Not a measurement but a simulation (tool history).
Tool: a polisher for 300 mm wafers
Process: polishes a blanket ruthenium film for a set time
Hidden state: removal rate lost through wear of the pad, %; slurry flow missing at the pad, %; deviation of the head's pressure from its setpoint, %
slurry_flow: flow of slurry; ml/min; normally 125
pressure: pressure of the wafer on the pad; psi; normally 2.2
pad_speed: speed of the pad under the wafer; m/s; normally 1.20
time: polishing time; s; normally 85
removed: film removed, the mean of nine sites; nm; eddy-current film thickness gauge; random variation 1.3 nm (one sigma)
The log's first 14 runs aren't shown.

run	day	slurry_flow	pressure	pad_speed	time	wafers since the last listed run	wafers polished on this pad	hours since the slurry nozzle was cleaned	hours since the head pressure was calibrated	incoming thickness of the incoming film, nm	removed
15	6.567	125	2.7	1.20	85	56	490	410.7	997.6	435.3	141.4
16	7.267	125	2.2	1.20	85	115	606	427.5	1014.4	427.1	115.2
# day 8.138: worn pad replaced by a new one
# day 8.250: head pressure recalibrated
17	8.496	100	2.2	1.20	97	162	45	457.0	5.9	421.4	119.5
18	8.775	125	2.2	0.82	98	46	91	463.7	12.6	423.6	83.7
19	9.562	165	2.8	1.62	70	130	222	482.6	31.5	432.3	153.4
20	9.921	140	2.2	1.20	85	59	281	491.2	40.1	430.3	108.2
21	10.608	145	1.8	1.36	113	113	395	507.7	56.6	425.1	134.8
22	11.121	125	2.9	1.54	97	84	480	520.0	68.9	435.8	202.5
23	11.754	125	1.5	0.90	85	104	585	535.2	84.1	421.9	57.1
24	12.450	125	2.2	1.20	85	115	700	551.9	100.8	431.1	106.1
# day 12.996: worn pad replaced by a new one
25	13.138	165	2.2	1.00	65	86	23	568.4	117.3	429.8	71.0
26	13.446	125	2.8	1.20	110	51	74	575.8	124.7	424.6	173.4
27	13.771	160	2.2	0.94	85	53	127	583.6	132.5	430.3	87.4
# day 13.979: slurry nozzle cleaned
28	14.467	125	2.2	1.20	85	108	236	11.7	149.2	435.2	106.2
29	15.088	105	1.6	1.20	85	102	338	26.6	164.1	437.9	76.2
30	15.567	125	2.2	1.20	93	79	418	38.1	175.6	430.2	118.1
31	17.125	90	2.2	1.08	108	257	676	75.5	213.0	429.3	116.8
32	17.596	125	2.2	1.20	85	77	754	86.8	224.3	432.3	107.1
33	18.333	125	1.9	1.20	85	122	876	104.5	242.0	437.3	93.9

The next listed run, before its measurement:
# day 18.754: worn pad replaced by a new one
34	19.262	155	1.8	0.92	109	126	83	126.8	264.3	424.8	?

{"run 34": {"removed": 90.7}}
Take away the tool's hidden state, keep the run-to-run variation as it was, and the same run would have given removed 89.4 nm.
